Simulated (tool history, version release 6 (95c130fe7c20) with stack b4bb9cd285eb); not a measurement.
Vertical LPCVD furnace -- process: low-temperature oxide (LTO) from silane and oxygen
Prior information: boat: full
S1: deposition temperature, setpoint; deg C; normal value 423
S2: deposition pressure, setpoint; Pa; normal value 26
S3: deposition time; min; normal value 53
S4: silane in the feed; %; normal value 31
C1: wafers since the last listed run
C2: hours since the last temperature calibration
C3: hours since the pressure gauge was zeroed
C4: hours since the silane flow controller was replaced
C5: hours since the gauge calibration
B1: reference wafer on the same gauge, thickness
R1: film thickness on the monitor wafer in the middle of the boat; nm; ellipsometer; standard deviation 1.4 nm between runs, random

run,hour,S1,S2,S3,S4,C1,C2,C3,C4,C5,B1,R1
1,0,423,26,53,31,0,1593.1,1382.1,4911.7,417.2,412.04,384.81
2,19.3,430,26,70,31,216,1612.4,1401.4,4931,436.5,412.09,547.85
3,51.6,430,26,70,31,362,1644.7,1433.7,4963.3,468.8,412.01,546.88
4,77.2,423,30,53,31,287,1670.3,1459.3,4988.9,494.4,412.03,442.83
5,89.2,423,30,53,31,134,1682.3,1471.3,5000.9,506.4,411.84,443.27
6,108.4,423,26,53,31,215,1701.5,1490.5,5020.1,525.6,412.26,383.61
# hour 116.2: gauge calibrated
7,132.5,423,26,53,31,270,1725.6,1514.6,5044.2,16.3,412.25,382.22
8,150.2,423,26,53,31,198,1743.3,1532.3,5061.9,34,412.07,386.16
9,169.5,423,26,53,31,216,1762.6,1551.6,5081.2,53.3,411.85,384.87
10,194.3,423,26,53,31,278,1787.4,1576.4,5106,78.1,412.04,383.69
11,217.3,435,24,61,36,258,1810.4,1599.4,5129,101.1,411.89,563.3
12,241.5,423,26,63.5,26,271,1834.6,1623.6,5153.2,125.3,412,356.21
13,259.1,423,22,53,35,197,1852.2,1641.2,5170.8,142.9,411.89,384.43
# hour 293.5: pressure gauge zeroed
14,314.9,423,26,53,31,356,1908,21.4,5226.6,198.7,411.97,386.1
15,330.9,423,23.3,53,29,179,1924,37.4,5242.6,214.7,411.78,313.09
16,363.5,428,26,53,36,365,1956.6,70,5275.2,247.3,411.71,491.3
17,377.4,423,26,73.5,35,156,1970.5,83.9,5289.1,261.2,411.92,626.69
18,399.1,423,26,53,31,243,1992.2,105.6,5310.8,282.9,411.93,385.13
19,434.7,423,26,53,31,399,2027.8,141.2,5346.4,318.5,411.86,383.12
# hour 472.6: thermocouples replaced and temperature profile calibrated
# hour 488.6: silane flow controller replaced
20,489.1,434,26,40.5,31,161,16.5,195.6,0.5,372.9,411.95,329.64
21,494.1,423,26,70.5,29,56,21.5,200.6,5.5,377.9,411.83,463.74
22,513.3,427,26,39.5,31,215,40.7,219.8,24.7,397.1,412.14,297.17
23,548.4,423,26,53,31,393,75.8,254.9,59.8,432.2,412.3,382.91
24,575.4,423,26,63,31,303,102.8,281.9,86.8,459.2,412.16,455.8
25,601.2,423,20,63,31,289,128.6,307.7,112.6,485,411.95,350.18
26,620.6,432,20,53,31,217,148,327.1,132,504.4,411.84,323.38
27,635.6,423,30.7,53,26,168,163,342.1,147,519.4,412.01,351.92
# hour 650.8: gauge calibrated
28,659.9,423,24,63.5,33,272,187.3,366.4,171.3,9.1,411.93,461.23
29,677.9,423,22.7,53,31,202,205.3,384.4,189.3,27.1,412.08,334.45
30,710.6,420,31.3,44,31,367,238,417.1,222,59.8,411.85,370

Describe how what the log doesn't record of the tool's condition differs between the last listed run preceding each entry between runs and the first listed run following it.
In the gap between runs 6 and 7: gauge calibrated (hour 116.2)
  no hidden state differs between the two runs
In the gap between runs 13 and 14: pressure gauge zeroed (hour 293.5)
  no hidden state differs between the two runs
In the gap between runs 19 and 20: thermocouples replaced and temperature profile calibrated (hour 472.6); silane flow controller replaced (hour 488.6)
  no hidden state differs between the two runs
In the gap between runs 27 and 28: gauge calibrated (hour 650.8)
  no hidden state differs between the two runs
